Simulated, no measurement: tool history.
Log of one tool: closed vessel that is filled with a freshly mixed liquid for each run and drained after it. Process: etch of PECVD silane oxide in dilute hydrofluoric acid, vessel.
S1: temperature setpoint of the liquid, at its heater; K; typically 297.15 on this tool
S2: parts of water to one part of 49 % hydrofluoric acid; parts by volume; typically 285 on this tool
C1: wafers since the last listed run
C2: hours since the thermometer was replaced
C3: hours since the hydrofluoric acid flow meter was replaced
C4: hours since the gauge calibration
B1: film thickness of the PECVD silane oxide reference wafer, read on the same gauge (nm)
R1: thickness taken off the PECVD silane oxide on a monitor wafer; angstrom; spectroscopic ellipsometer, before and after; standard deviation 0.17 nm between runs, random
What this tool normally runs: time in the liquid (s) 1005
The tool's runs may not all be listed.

Run 1, hour 0.0: usual settings; C1 0; C2 2229.9; C3 441.8; C4 24.2; B1 139.99. Result: R1 444.5 angstrom.
Run 2, hour 47.0: usual settings; C1 2428; C2 2276.9; C3 488.8; C4 71.2; B1 139.99. Result: R1 447.1 angstrom.
Run 3, hour 136.5: usual settings but S1 299.65 K; C1 4624; C2 2366.4; C3 578.3; C4 160.7; B1 139.98. Result: R1 489.2 angstrom.
Run 4, hour 197.4: usual settings but S2 335 parts by volume; C1 3146; C2 2427.3; C3 639.2; C4 221.6; B1 139.99. Result: R1 360.1 angstrom.
Run 5, hour 233.9: usual settings but S2 250 parts by volume, time in the liquid (s) 1385; C1 1886; C2 2463.8; C3 675.7; C4 258.1; B1 140.05. Result: R1 730.8 angstrom.
Run 6, hour 271.4: usual settings but S1 295.65 K; C1 1937; C2 2501.3; C3 713.2; C4 295.6; B1 140.01. Result: R1 428.1 angstrom.
Run 7, hour 308.2: usual settings but S1 295.65 K; C1 1901; C2 2538.1; C3 750.0; C4 332.4; B1 140.02. Result: R1 424.5 angstrom.
At hour 346.3: thermometer replaced.
Run 8, hour 414.0: usual settings but S1 293.65 K, S2 250 parts by volume, time in the liquid (s) 1465; C1 5415; C2 67.7; C3 855.8; C4 438.2; B1 140.01. Result: R1 719.9 angstrom.
Run 9, hour 475.7: usual settings but S2 205 parts by volume; C1 3188; C2 129.4; C3 917.5; C4 499.9; B1 140.06. Result: R1 715.6 angstrom.
At hour 516.7: hydrofluoric acid flow meter replaced.
Run 10, hour 535.3: usual settings but S1 299.65 K, time in the liquid (s) 855; C1 3028; C2 189.0; C3 18.6; C4 559.5; B1 139.99. Result: R1 439.1 angstrom.
At hour 581.8: thermometer replaced, repeated, since the last time left the tool worse.
Run 11, hour 784.8: usual settings but S1 292.65 K; C1 12840; C2 203.0; C3 268.1; C4 809.0; B1 140.03. Result: R1 365.2 angstrom.
At hour 811.8: gauge calibrated.
Run 12, hour 876.5: usual settings but S1 295.65 K; C1 4738; C2 294.7; C3 359.8; C4 64.7; B1 140.00. Result: R1 403.5 angstrom.
Run 13, hour 977.0: usual settings; C1 5193; C2 395.2; C3 460.3; C4 165.2; B1 139.99. Result: R1 430.2 angstrom.
Run 14, hour 1041.0: usual settings but S1 298.65 K; C1 3307; C2 459.2; C3 524.3; C4 229.2; B1 139.94. Result: R1 451.9 angstrom.

Some steps in R1 between neighbouring runs. How much of each would the tool show without its hidden state too (settings, what came in, random variation), and how much is left for the hidden state, with any gauge scatter that isn't in both results?
Hidden state present: liquid hotter than its thermometer reads (K); hydrofluoric acid flow above the setpoint (%); gauge reads high (%).
Run 4 -> 5: S2 335 -> 250, time in the liquid (s) 1005 -> 1385. R1 +370.7 angstrom: hidden state +21.2, all else +349.5.
Run 7 -> 8: S1 295.65 -> 293.65, S2 285 -> 250, time in the liquid (s) 1005 -> 1465, thermometer replaced. R1 +295.4 angstrom: hidden state +55.2, all else +240.2.
